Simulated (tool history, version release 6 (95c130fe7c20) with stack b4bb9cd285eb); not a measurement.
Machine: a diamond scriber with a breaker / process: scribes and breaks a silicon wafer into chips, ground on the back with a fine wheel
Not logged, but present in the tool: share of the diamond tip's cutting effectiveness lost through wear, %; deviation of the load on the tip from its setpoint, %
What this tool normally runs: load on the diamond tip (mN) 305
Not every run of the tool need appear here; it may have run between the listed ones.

| run | hour | load on the diamond tip (mN) | wafers since the last listed run | hours since the diamond tip was replaced | hours since the load on the tip was calibrated | incoming depth of the damage left on the back of the incoming wafer, um | depth of the median crack under the scribed line (µm) | chips rejected at inspection after the break (%) |
|---|---|---|---|---|---|---|---|---|
| 1 | 0 | 305 | 0 | 417.4 | 1253.8 | 1.93 | 14.12 | 1.36 |
| 2 | 27.1 | 342 | 37 | 444.5 | 1280.9 | 1.9 | 14.59 | 1.93 |
| 3 | 63.6 | 342 | 50 | 481 | 1317.4 | 1.65 | 14.5 | 1.89 |
| 4 | 238 | 305 | 243 | 655.4 | 1491.8 | 1.87 | 13.88 | 1.29 |
| 5 | 266.8 | 335 | 40 | 684.2 | 1520.6 | 2.55 | 14.39 | 1.99 |
| 6 | 309.3 | 305 | 59 | 726.7 | 1563.1 | 2.82 | 13.79 | 1.84 |
| 7 | 377 | 305 | 94 | 794.4 | 1630.8 | 1.54 | 13.56 | 1.21 |
| 8 | 424.1 | 305 | 65 | 841.5 | 1677.9 | 2.13 | 13.43 | 1.3 |
| 9 | 455.4 | 330 | 43 | 872.8 | 1709.2 | 2.2 | 14 | 1.5 |
| 10 | 519.5 | 273 | 89 | 936.9 | 1773.3 | 1.84 | 12.81 | 1.5 |
| 11 | 544.8 | 273 | 35 | 962.2 | 1798.6 | 2.23 | 12.88 | 1.87 |
| 12 | 586.2 | 273 | 57 | 1003.6 | 1840 | 2.89 | 12.65 | 2.89 |
| 13 | 613.8 | 259 | 38 | 1031.2 | 1867.6 | 1.5 | 12.48 | 1.79 |
|  | 640.3 | load on the tip recalibrated |
| 14 | 659.7 | 259 | 61 | 1077.1 | 19.4 | 2.13 | 11.62 | 3.71 |
| 15 | 723.7 | 341 | 89 | 1141.1 | 83.4 | 1.51 | 12.99 | 1.25 |
| 16 | 771 | 393 | 65 | 1188.4 | 130.7 | 2.45 | 13.79 | 1.7 |
|  | 802.2 | diamond tip replaced by a new one |
| 17 | 813 | 392 | 55 | 10.8 | 172.7 | 2.84 | 15.2 | 3.25 |
| 18 | 878.4 | 384 | 91 | 76.2 | 238.1 | 1.71 | 15.07 | 2.31 |
| 19 | 923.8 | 305 | 63 | 121.6 | 283.5 | 1.76 | 13.45 | 1.27 |
| 20 | 991.6 | 279 | 94 | 189.4 | 351.3 | 2.92 | 13.12 | 2.33 |
| 21 | 1046.2 | 272 | 76 | 244 | 405.9 | 1.96 | 13.17 | 1.47 |
| 22 | 1099.6 | 219 | 74 | 297.4 | 459.3 | 1.52 | 11.69 | 2.81 |
| 23 | 1158.8 | 245 | 82 | 356.6 | 518.5 | 2.21 | 12.5 | 2.5 |
| 24 | 1187.7 | 305 | 40 | 385.5 | 547.4 | 1.71 | 13.39 | 1.22 |
| 25 | 1212.7 | 332 | 34 | 410.5 | 572.4 | 1.55 | 14.46 | 1.41 |
| 26 | 1243.1 | 244 | 42 | 440.9 | 602.8 | 2.77 | 12.44 | 3.09 |
| 27 | 1285.1 | 305 | 58 | 482.9 | 644.8 | 2.13 | 13.61 | 1.41 |
| 28 | 1330.5 | 265 | 63 | 528.3 | 690.2 | 2.18 | 12.68 | 2 |
| 29 | 1364.4 | 269 | 47 | 562.2 | 724.1 | 2.64 | 12.93 | 2.43 |

5 options for the next run, each taken on its own from the tool as it stands now. Forecast them:
| A | 1365.1 | 388 | 0 | 562.9 | 724.8 | 2.93 | ? | ? |
| B | 1365.1 | 215 | 0 | 562.9 | 724.8 | 2.93 | ? | ? |
| C | 1365.1 | 258 | 0 | 562.9 | 724.8 | 2.93 | ? | ? |
| D | 1365.1 | 226 | 0 | 562.9 | 724.8 | 2.93 | ? | ? |
| E | 1365.1 | 339 | 0 | 562.9 | 724.8 | 2.93 | ? | ? |

| run | depth of the median crack under the scribed line (µm) | chips rejected at inspection after the break (%) |
|---|---|---|
| A | 15 | 3.21 |
| B | 11.68 | 4.98 |
| C | 12.55 | 2.97 |
| D | 11.91 | 4.33 |
| E | 14.1 | 2.28 |
Had the tool no hidden state, the same runs would have come out as:
| run | depth of the median crack under the scribed line (µm) | chips rejected at inspection after the break (%) |
|---|---|---|
| A | 14.98 | 3.18 |
| B | 11.67 | 5.03 |
| C | 12.53 | 3 |
| D | 11.89 | 4.38 |
| E | 14.08 | 2.27 |
